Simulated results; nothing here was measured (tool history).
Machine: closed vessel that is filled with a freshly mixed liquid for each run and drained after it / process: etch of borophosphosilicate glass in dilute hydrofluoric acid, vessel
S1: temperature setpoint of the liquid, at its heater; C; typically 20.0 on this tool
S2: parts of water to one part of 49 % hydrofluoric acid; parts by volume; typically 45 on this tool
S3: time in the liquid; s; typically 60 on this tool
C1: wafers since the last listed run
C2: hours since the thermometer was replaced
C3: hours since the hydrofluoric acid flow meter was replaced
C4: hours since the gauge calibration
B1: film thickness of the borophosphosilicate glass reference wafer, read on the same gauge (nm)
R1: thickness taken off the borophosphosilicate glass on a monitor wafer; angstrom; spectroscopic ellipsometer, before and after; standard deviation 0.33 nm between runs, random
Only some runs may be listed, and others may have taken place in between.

{"run": 1, "hour": 0.0, "S1": 20.0, "S2": 45, "S3": 60, "C1": 0, "C2": 773.5, "C3": 1283.2, "C4": 2527.3, "B1": 140.01, "R1": 393.8}
{"hour": 11.3, "done": "thermometer replaced"}
{"run": 2, "hour": 83.0, "S1": 20.0, "S2": 45, "S3": 60, "C1": 7693, "C2": 71.7, "C3": 1366.2, "C4": 2610.3, "B1": 139.98, "R1": 396.9}
{"run": 3, "hour": 151.0, "S1": 20.0, "S2": 45, "S3": 60, "C1": 6380, "C2": 139.7, "C3": 1434.2, "C4": 2678.3, "B1": 139.98, "R1": 395.4}
{"run": 4, "hour": 223.2, "S1": 20.0, "S2": 45, "S3": 60, "C1": 6774, "C2": 211.9, "C3": 1506.4, "C4": 2750.5, "B1": 139.98, "R1": 393.1}
{"run": 5, "hour": 267.0, "S1": 20.0, "S2": 55, "S3": 60, "C1": 4109, "C2": 255.7, "C3": 1550.2, "C4": 2794.3, "B1": 140.0, "R1": 320.6}
{"run": 6, "hour": 331.5, "S1": 20.0, "S2": 55, "S3": 60, "C1": 6051, "C2": 320.2, "C3": 1614.7, "C4": 2858.8, "B1": 140.03, "R1": 319.5}
{"run": 7, "hour": 397.3, "S1": 17.5, "S2": 45, "S3": 50, "C1": 6173, "C2": 386.0, "C3": 1680.5, "C4": 2924.6, "B1": 139.98, "R1": 293.4}
{"run": 8, "hour": 459.1, "S1": 20.0, "S2": 45, "S3": 60, "C1": 5798, "C2": 447.8, "C3": 1742.3, "C4": 2986.4, "B1": 140.0, "R1": 391.5}
{"run": 9, "hour": 523.0, "S1": 20.0, "S2": 45, "S3": 60, "C1": 5995, "C2": 511.7, "C3": 1806.2, "C4": 3050.3, "B1": 140.01, "R1": 389.2}
{"run": 10, "hour": 592.2, "S1": 22.0, "S2": 60, "S3": 60, "C1": 6492, "C2": 580.9, "C3": 1875.4, "C4": 3119.5, "B1": 139.98, "R1": 313.6}
{"hour": 610.6, "done": "hydrofluoric acid flow meter replaced"}
{"run": 11, "hour": 688.8, "S1": 20.0, "S2": 45, "S3": 60, "C1": 8969, "C2": 677.5, "C3": 78.2, "C4": 3216.1, "B1": 140.0, "R1": 374.2}
{"hour": 753.9, "done": "thermometer replaced"}
{"run": 12, "hour": 770.3, "S1": 20.0, "S2": 35, "S3": 35, "C1": 7552, "C2": 16.4, "C3": 159.7, "C4": 3297.6, "B1": 139.99, "R1": 286.3}
{"run": 13, "hour": 816.3, "S1": 24.0, "S2": 35, "S3": 90, "C1": 4315, "C2": 62.4, "C3": 205.7, "C4": 3343.6, "B1": 140.0, "R1": 864.5}
{"run": 14, "hour": 862.7, "S1": 20.0, "S2": 35, "S3": 60, "C1": 4353, "C2": 108.8, "C3": 252.1, "C4": 3390.0, "B1": 139.99, "R1": 484.1}
{"run": 15, "hour": 915.4, "S1": 23.0, "S2": 65, "S3": 60, "C1": 4944, "C2": 161.5, "C3": 304.8, "C4": 3442.7, "B1": 139.98, "R1": 289.7}
{"run": 16, "hour": 982.0, "S1": 20.0, "S2": 45, "S3": 60, "C1": 6248, "C2": 228.1, "C3": 371.4, "C4": 3509.3, "B1": 140.0, "R1": 370.6}
{"run": 17, "hour": 1023.0, "S1": 17.0, "S2": 35, "S3": 90, "C1": 3846, "C2": 269.1, "C3": 412.4, "C4": 3550.3, "B1": 140.0, "R1": 646.1}
{"hour": 1049.6, "done": "gauge calibrated"}
{"hour": 1064.9, "done": "hydrofluoric acid flow meter replaced, repeated, since the last time left the tool worse"}
{"run": 18, "hour": 1065.4, "S1": 20.0, "S2": 35, "S3": 40, "C1": 3884, "C2": 311.5, "C3": 0.5, "C4": 15.8, "B1": 139.99, "R1": 353.6}
{"run": 19, "hour": 1172.3, "S1": 22.5, "S2": 45, "S3": 60, "C1": 10029, "C2": 418.4, "C3": 107.4, "C4": 122.7, "B1": 139.98, "R1": 449.9}
{"run": 20, "hour": 1276.0, "S1": 17.0, "S2": 40, "S3": 30, "C1": 9729, "C2": 522.1, "C3": 211.1, "C4": 226.4, "B1": 139.97, "R1": 199.8}
{"run": 21, "hour": 1355.7, "S1": 17.0, "S2": 45, "S3": 60, "C1": 7477, "C2": 601.8, "C3": 290.8, "C4": 306.1, "B1": 140.0, "R1": 350.9}
{"hour": 1569.9, "done": "thermometer replaced"}
{"run": 22, "hour": 1646.0, "S1": 21.5, "S2": 55, "S3": 80, "C1": 27143, "C2": 76.1, "C3": 581.1, "C4": 596.4, "B1": 140.03, "R1": 461.8}
{"run": 23, "hour": 1684.3, "S1": 20.0, "S2": 45, "S3": 60, "C1": 3593, "C2": 114.4, "C3": 619.4, "C4": 634.7, "B1": 139.96, "R1": 404.5}

Expected results for the next run?
{"run": 24, "hour": 1827.1, "S1": 20.0, "S2": 45, "S3": 60, "C1": 13398, "C2": 257.2, "C3": 762.2, "C4": 777.5, "B1": "?", "R1": "?"}

Run 24 yielded B1 140.03, R1 400.5 angstrom.
Minus the tool's unlogged condition, the same run would have read R1 406.6 angstrom.

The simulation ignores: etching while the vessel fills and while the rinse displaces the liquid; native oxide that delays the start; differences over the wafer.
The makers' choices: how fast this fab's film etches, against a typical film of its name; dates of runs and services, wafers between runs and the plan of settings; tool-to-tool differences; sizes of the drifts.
